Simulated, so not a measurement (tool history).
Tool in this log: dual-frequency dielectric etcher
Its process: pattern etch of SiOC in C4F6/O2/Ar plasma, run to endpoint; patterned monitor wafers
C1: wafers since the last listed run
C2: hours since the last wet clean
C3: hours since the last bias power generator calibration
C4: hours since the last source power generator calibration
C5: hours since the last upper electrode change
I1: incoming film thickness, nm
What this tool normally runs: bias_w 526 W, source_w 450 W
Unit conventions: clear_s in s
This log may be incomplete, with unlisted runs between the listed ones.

run 1 day=0 | bias_w=526 source_w=450 | C1=0 C2=327.9 C3=1842.7 C4=3211.7 C5=1721.5 | I1=29 | clear_s=9.1
run 2 day=2.221 | bias_w=526 source_w=450 | C1=790 C2=381.2 C3=1896 C4=3265 C5=1774.8 | I1=28.98 | clear_s=9
run 3 day=3.808 | bias_w=526 source_w=450 | C1=565 C2=419.3 C3=1934.1 C4=3303.1 C5=1812.9 | I1=29.18 | clear_s=9.1
run 4 day=4.983 | bias_w=526 source_w=450 | C1=418 C2=447.5 C3=1962.3 C4=3331.3 C5=1841.1 | I1=28.99 | clear_s=9
run 5 day=7.367 | bias_w=526 source_w=450 | C1=848 C2=504.7 C3=2019.5 C4=3388.5 C5=1898.3 | I1=29.3 | clear_s=9.1
run 6 day=9.492 | bias_w=526 source_w=450 | C1=756 C2=555.7 C3=2070.5 C4=3439.5 C5=1949.3 | I1=29.17 | clear_s=9
-- day=10.521 wet clean of the chamber
run 7 day=11.796 | bias_w=561 source_w=450 | C1=464 C2=30.6 C3=2125.8 C4=3494.8 C5=2004.6 | I1=29.17 | clear_s=9.1
run 8 day=14.042 | bias_w=526 source_w=450 | C1=799 C2=84.5 C3=2179.7 C4=3548.7 C5=2058.5 | I1=29.45 | clear_s=9.3
run 9 day=15.779 | bias_w=470 source_w=480 | C1=618 C2=126.2 C3=2221.4 C4=3590.4 C5=2100.2 | I1=29.18 | clear_s=9.4
run 10 day=17.967 | bias_w=526 source_w=450 | C1=779 C2=178.7 C3=2273.9 C4=3642.9 C5=2152.7 | I1=29.44 | clear_s=9.4
-- day=20.742 source power generator calibrated
run 11 day=20.796 | bias_w=432 source_w=380 | C1=948 C2=246.6 C3=2341.8 C4=1.3 C5=2220.6 | I1=29 | clear_s=10.6
-- day=21.1 bias power generator calibrated
run 12 day=22.146 | bias_w=640 source_w=370 | C1=421 C2=279 C3=25.1 C4=33.7 C5=2253 | I1=29.38 | clear_s=9
-- day=23.779 upper electrode replaced
run 13 day=24.683 | bias_w=466 source_w=350 | C1=547 C2=339.9 C3=86 C4=94.6 C5=21.7 | I1=29.42 | clear_s=10.7
run 14 day=26.858 | bias_w=481 source_w=390 | C1=774 C2=392.1 C3=138.2 C4=146.8 C5=73.9 | I1=29.29 | clear_s=10
run 15 day=28.7 | bias_w=456 source_w=390 | C1=655 C2=436.3 C3=182.4 C4=191 C5=118.1 | I1=29.11 | clear_s=10.2
run 16 day=29.908 | bias_w=653 source_w=390 | C1=430 C2=465.3 C3=211.4 C4=220 C5=147.1 | I1=29.08 | clear_s=8.5

What if the next run were any one of these 4? Each begins from the tool's condition after run 16:
run A day=29.925 | bias_w=526 source_w=350 | C1=5 C2=465.7 C3=211.8 C4=220.4 C5=147.5 | I1=29.03 | clear_s=?
run B day=29.925 | bias_w=586 source_w=450 | C1=5 C2=465.7 C3=211.8 C4=220.4 C5=147.5 | I1=29.03 | clear_s=?
run C day=29.925 | bias_w=459 source_w=510 | C1=5 C2=465.7 C3=211.8 C4=220.4 C5=147.5 | I1=29.03 | clear_s=?
run D day=29.925 | bias_w=628 source_w=500 | C1=5 C2=465.7 C3=211.8 C4=220.4 C5=147.5 | I1=29.03 | clear_s=?

run=A clear_s=9.8
run=B clear_s=8.4
run=C clear_s=9
run=D clear_s=7.8
Had the tool no hidden state, the same runs would have come out as:
run=A clear_s=10.3
run=B clear_s=8.9
run=C clear_s=9.5
run=D clear_s=8.2
